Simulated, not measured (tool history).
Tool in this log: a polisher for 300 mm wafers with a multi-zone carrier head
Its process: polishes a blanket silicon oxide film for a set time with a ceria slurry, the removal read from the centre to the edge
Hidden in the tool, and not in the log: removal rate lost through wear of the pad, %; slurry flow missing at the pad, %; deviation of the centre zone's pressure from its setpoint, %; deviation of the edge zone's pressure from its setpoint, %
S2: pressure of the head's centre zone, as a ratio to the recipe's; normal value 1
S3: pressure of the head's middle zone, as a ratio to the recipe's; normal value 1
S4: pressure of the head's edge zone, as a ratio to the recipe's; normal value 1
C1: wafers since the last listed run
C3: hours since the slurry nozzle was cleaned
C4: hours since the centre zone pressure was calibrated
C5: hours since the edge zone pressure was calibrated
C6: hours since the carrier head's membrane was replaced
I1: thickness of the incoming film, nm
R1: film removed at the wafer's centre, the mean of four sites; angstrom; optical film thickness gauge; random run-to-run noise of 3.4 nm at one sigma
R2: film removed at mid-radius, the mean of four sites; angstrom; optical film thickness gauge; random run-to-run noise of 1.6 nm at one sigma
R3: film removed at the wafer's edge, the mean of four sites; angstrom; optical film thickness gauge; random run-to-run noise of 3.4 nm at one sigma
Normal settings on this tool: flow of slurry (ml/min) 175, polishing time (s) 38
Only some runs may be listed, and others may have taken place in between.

run 1 hour=0 | flow_of_slurry_(ml/min)=175 S2=1 S3=1 S4=0.94 polishing_time_(s)=38 | C1=0 wafers_polished_on_this_pad=37 C3=471.7 C4=453 C5=369.8 C6=1111.7 | I1=1302 | R1=2643 R2=2370 R3=2354
run 2 hour=27.3 | flow_of_slurry_(ml/min)=175 S2=1 S3=1 S4=0.94 polishing_time_(s)=38 | C1=327 wafers_polished_on_this_pad=365 C3=499 C4=480.3 C5=397.1 C6=1139 | I1=1309.9 | R1=2544 R2=2260 R3=2259
run 3 hour=45.7 | flow_of_slurry_(ml/min)=175 S2=1 S3=1 S4=1 polishing_time_(s)=38 | C1=220 wafers_polished_on_this_pad=586 C3=517.4 C4=498.7 C5=415.5 C6=1157.4 | I1=1325 | R1=2515 R2=2223 R3=2277
run 4 hour=72.5 | flow_of_slurry_(ml/min)=175 S2=1 S3=1 S4=1 polishing_time_(s)=38 | C1=321 wafers_polished_on_this_pad=908 C3=544.2 C4=525.5 C5=442.3 C6=1184.2 | I1=1327.5 | R1=2488 R2=2199 R3=2192
run 5 hour=96.3 | flow_of_slurry_(ml/min)=175 S2=1 S3=1 S4=1 polishing_time_(s)=38 | C1=285 wafers_polished_on_this_pad=1194 C3=568 C4=549.3 C5=466.1 C6=1208 | I1=1320.6 | R1=2449 R2=2198 R3=2286
-- hour=102.3 slurry nozzle cleaned
-- hour=104 worn pad replaced by a new one
run 6 hour=122 | flow_of_slurry_(ml/min)=175 S2=1 S3=1.05 S4=1 polishing_time_(s)=38 | C1=277 wafers_polished_on_this_pad=216 C3=19.7 C4=575 C5=491.8 C6=1233.7 | I1=1294.8 | R1=2629 R2=2398 R3=2333
run 7 hour=146.9 | flow_of_slurry_(ml/min)=175 S2=1 S3=1.05 S4=1 polishing_time_(s)=38 | C1=299 wafers_polished_on_this_pad=515 C3=44.6 C4=599.9 C5=516.7 C6=1258.6 | I1=1333.2 | R1=2587 R2=2346 R3=2258
-- hour=156.8 edge zone pressure recalibrated
run 8 hour=166.8 | flow_of_slurry_(ml/min)=175 S2=1 S3=1 S4=1 polishing_time_(s)=42 | C1=214 wafers_polished_on_this_pad=730 C3=64.5 C4=619.8 C5=10 C6=1278.5 | I1=1336.2 | R1=2814 R2=2465 R3=2478
run 9 hour=187 | flow_of_slurry_(ml/min)=175 S2=1 S3=1 S4=1 polishing_time_(s)=42 | C1=242 wafers_polished_on_this_pad=973 C3=84.7 C4=640 C5=30.2 C6=1298.7 | I1=1325.2 | R1=2768 R2=2430 R3=2460
run 10 hour=222.8 | flow_of_slurry_(ml/min)=175 S2=1 S3=1 S4=1 polishing_time_(s)=38 | C1=429 wafers_polished_on_this_pad=1403 C3=120.5 C4=675.8 C5=66 C6=1334.5 | I1=1308.4 | R1=2507 R2=2170 R3=2251
-- hour=229 worn pad replaced by a new one
run 11 hour=238.8 | flow_of_slurry_(ml/min)=175 S2=1 S3=1 S4=1 polishing_time_(s)=38 | C1=144 wafers_polished_on_this_pad=117 C3=136.5 C4=691.8 C5=82 C6=1350.5 | I1=1304.6 | R1=2703 R2=2327 R3=2408
run 12 hour=264 | flow_of_slurry_(ml/min)=175 S2=1 S3=1 S4=1 polishing_time_(s)=38 | C1=302 wafers_polished_on_this_pad=420 C3=161.7 C4=717 C5=107.2 C6=1375.7 | I1=1324.9 | R1=2621 R2=2249 R3=2306
-- hour=269.3 carrier head's membrane replaced by a new one
run 13 hour=283.9 | flow_of_slurry_(ml/min)=175 S2=1 S3=1 S4=1 polishing_time_(s)=38 | C1=178 wafers_polished_on_this_pad=599 C3=181.6 C4=736.9 C5=127.1 C6=14.6 | I1=1339.4 | R1=2560 R2=2218 R3=2225
run 14 hour=307.7 | flow_of_slurry_(ml/min)=220 S2=1 S3=1.09 S4=0.9 polishing_time_(s)=38 | C1=285 wafers_polished_on_this_pad=885 C3=205.4 C4=760.7 C5=150.9 C6=38.4 | I1=1332 | R1=2600 R2=2401 R3=2104
run 15 hour=323 | flow_of_slurry_(ml/min)=175 S2=1 S3=1.04 S4=1.06 polishing_time_(s)=38 | C1=183 wafers_polished_on_this_pad=1068 C3=220.7 C4=776 C5=166.2 C6=53.7 | I1=1326.5 | R1=2615 R2=2264 R3=2290
-- hour=337.5 worn pad replaced by a new one
run 16 hour=358.3 | flow_of_slurry_(ml/min)=175 S2=1 S3=0.91 S4=1.09 polishing_time_(s)=46 | C1=375 wafers_polished_on_this_pad=249 C3=256 C4=811.3 C5=201.5 C6=89 | I1=1323.7 | R1=3254 R2=2591 R3=2894
-- hour=363.5 centre zone pressure recalibrated
run 17 hour=386.4 | flow_of_slurry_(ml/min)=120 S2=0.91 S3=1 S4=1 polishing_time_(s)=38 | C1=313 wafers_polished_on_this_pad=563 C3=284.1 C4=22.9 C5=229.6 C6=117.1 | I1=1317.6 | R1=2037 R2=2112 R3=2182
run 18 hour=408.4 | flow_of_slurry_(ml/min)=175 S2=1 S3=1 S4=1.09 polishing_time_(s)=38 | C1=264 wafers_polished_on_this_pad=827 C3=306.1 C4=44.9 C5=251.6 C6=139.1 | I1=1305.9 | R1=2315 R2=2191 R3=2308
run 19 hour=442.3 | flow_of_slurry_(ml/min)=155 S2=1 S3=1 S4=1 polishing_time_(s)=34 | C1=407 wafers_polished_on_this_pad=1234 C3=340 C4=78.8 C5=285.5 C6=173 | I1=1327.3 | R1=2001 R2=1895 R3=1941
-- hour=472.9 worn pad replaced by a new one
run 20 hour=474.7 | flow_of_slurry_(ml/min)=120 S2=1 S3=1 S4=1 polishing_time_(s)=26 | C1=341 wafers_polished_on_this_pad=21 C3=372.4 C4=111.2 C5=317.9 C6=205.4 | I1=1294.8 | R1=1649 R2=1555 R3=1614
run 21 hour=504.6 | flow_of_slurry_(ml/min)=130 S2=1 S3=1 S4=1 polishing_time_(s)=38 | C1=359 wafers_polished_on_this_pad=380 C3=402.3 C4=141.1 C5=347.8 C6=235.3 | I1=1321.7 | R1=2347 R2=2200 R3=2254

Alternative continuations, all from the tool just after run 21; predict every row:
run A hour=505 | flow_of_slurry_(ml/min)=175 S2=1 S3=1 S4=1 polishing_time_(s)=38 | C1=4 wafers_polished_on_this_pad=385 C3=402.7 C4=141.5 C5=348.2 C6=235.7 | I1=1323.3 | R1=? R2=? R3=?
run B hour=505 | flow_of_slurry_(ml/min)=225 S2=1 S3=1 S4=1 polishing_time_(s)=38 | C1=4 wafers_polished_on_this_pad=385 C3=402.7 C4=141.5 C5=348.2 C6=235.7 | I1=1323.3 | R1=? R2=? R3=?
run C hour=505 | flow_of_slurry_(ml/min)=175 S2=1 S3=0.96 S4=1 polishing_time_(s)=31 | C1=4 wafers_polished_on_this_pad=385 C3=402.7 C4=141.5 C5=348.2 C6=235.7 | I1=1323.3 | R1=? R2=? R3=?
run D hour=505 | flow_of_slurry_(ml/min)=125 S2=1.07 S3=1.06 S4=1 polishing_time_(s)=38 | C1=4 wafers_polished_on_this_pad=385 C3=402.7 C4=141.5 C5=348.2 C6=235.7 | I1=1323.3 | R1=? R2=? R3=?
run E hour=505 | flow_of_slurry_(ml/min)=175 S2=0.88 S3=1 S4=1 polishing_time_(s)=38 | C1=4 wafers_polished_on_this_pad=385 C3=402.7 C4=141.5 C5=348.2 C6=235.7 | I1=1323.3 | R1=? R2=? R3=?

run=A R1=2452 R2=2281 R3=2290
run=B R1=2519 R2=2336 R3=2331
run=C R1=1999 R2=1798 R3=1869
run=D R1=2527 R2=2316 R3=2233
run=E R1=2156 R2=2282 R3=2290
Take away the tool's hidden state, keep each run's random variation, and the runs would have read:
run=A R1=2531 R2=2429 R3=2439
run=B R1=2601 R2=2488 R3=2482
run=C R1=2065 R2=1915 R3=1990
run=D R1=2610 R2=2467 R3=2378
run=E R1=2225 R2=2431 R3=2439
